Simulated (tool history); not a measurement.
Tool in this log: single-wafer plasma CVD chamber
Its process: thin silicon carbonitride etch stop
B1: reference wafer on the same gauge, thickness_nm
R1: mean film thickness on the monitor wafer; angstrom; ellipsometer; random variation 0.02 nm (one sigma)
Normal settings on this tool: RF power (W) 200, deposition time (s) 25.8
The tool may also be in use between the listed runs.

run 1 hour=0 | RF_power_(W)=200 deposition_time_(s)=25.8 | B1=10.906 | R1=132.27
run 2 hour=51 | RF_power_(W)=200 deposition_time_(s)=25.8 | B1=10.898 | R1=132.21
run 3 hour=158 | RF_power_(W)=200 deposition_time_(s)=23 | B1=10.893 | R1=117.81
-- hour=203.2 thermocouple changed; heater temperature recalibrated
run 4 hour=250.9 | RF_power_(W)=200 deposition_time_(s)=23 | B1=10.899 | R1=117.89
run 5 hour=322.9 | RF_power_(W)=200 deposition_time_(s)=23 | B1=10.904 | R1=117.53
run 6 hour=388.6 | RF_power_(W)=180 deposition_time_(s)=25.8 | B1=10.893 | R1=124.91
run 7 hour=428.2 | RF_power_(W)=175 deposition_time_(s)=25.8 | B1=10.903 | R1=122.78
run 8 hour=510 | RF_power_(W)=175 deposition_time_(s)=25.8 | B1=10.893 | R1=122.49
run 9 hour=558.4 | RF_power_(W)=175 deposition_time_(s)=25.8 | B1=10.895 | R1=122.85
run 10 hour=650.6 | RF_power_(W)=200 deposition_time_(s)=25.8 | B1=10.9 | R1=131.9
run 11 hour=698.8 | RF_power_(W)=200 deposition_time_(s)=30.4 | B1=10.896 | R1=155.47
-- hour=726.7 RF generator calibrated
run 12 hour=776.2 | RF_power_(W)=200 deposition_time_(s)=21.2 | B1=10.9 | R1=110.87
run 13 hour=880.2 | RF_power_(W)=230 deposition_time_(s)=29.5 | B1=10.907 | R1=164.89
run 14 hour=961 | RF_power_(W)=190 deposition_time_(s)=24.4 | B1=10.907 | R1=123.79
-- hour=1046.7 showerhead replaced
run 15 hour=1058.5 | RF_power_(W)=200 deposition_time_(s)=23 | B1=10.9 | R1=119.52
-- hour=1104 thermocouple changed; heater temperature recalibrated
-- hour=1115.2 gauge calibrated
run 16 hour=1133.8 | RF_power_(W)=200 deposition_time_(s)=25.8 | B1=10.901 | R1=133.88
run 17 hour=1197.6 | RF_power_(W)=210 deposition_time_(s)=25.8 | B1=10.901 | R1=137.16
run 18 hour=1240.6 | RF_power_(W)=185 deposition_time_(s)=23.4 | B1=10.901 | R1=116.34
run 19 hour=1308.2 | RF_power_(W)=220 deposition_time_(s)=24.3 | B1=10.901 | R1=132.13
run 20 hour=1379.7 | RF_power_(W)=200 deposition_time_(s)=22.8 | B1=10.899 | R1=118.2
run 21 hour=1483.4 | RF_power_(W)=200 deposition_time_(s)=30.7 | B1=10.898 | R1=158.8

Below are 4 alternative next runs, each starting from the tool's condition after run 21. Predict each:
run A hour=1483.8 | RF_power_(W)=200 deposition_time_(s)=25.8 | B1=? | R1=?
run B hour=1483.8 | RF_power_(W)=200 deposition_time_(s)=30.9 | B1=? | R1=?
run C hour=1483.8 | RF_power_(W)=175 deposition_time_(s)=30.1 | B1=? | R1=?
run D hour=1483.8 | RF_power_(W)=235 deposition_time_(s)=23.5 | B1=? | R1=?

run=A B1=10.897 R1=133.22
run=B B1=10.897 R1=159.56
run=C B1=10.897 R1=144.68
run=D B1=10.897 R1=131.21
Stripped of hidden state, with their random variation kept, the same runs would have yielded:
run=A R1=135.34
run=B R1=162.09
run=C R1=146.97
run=D R1=133.29
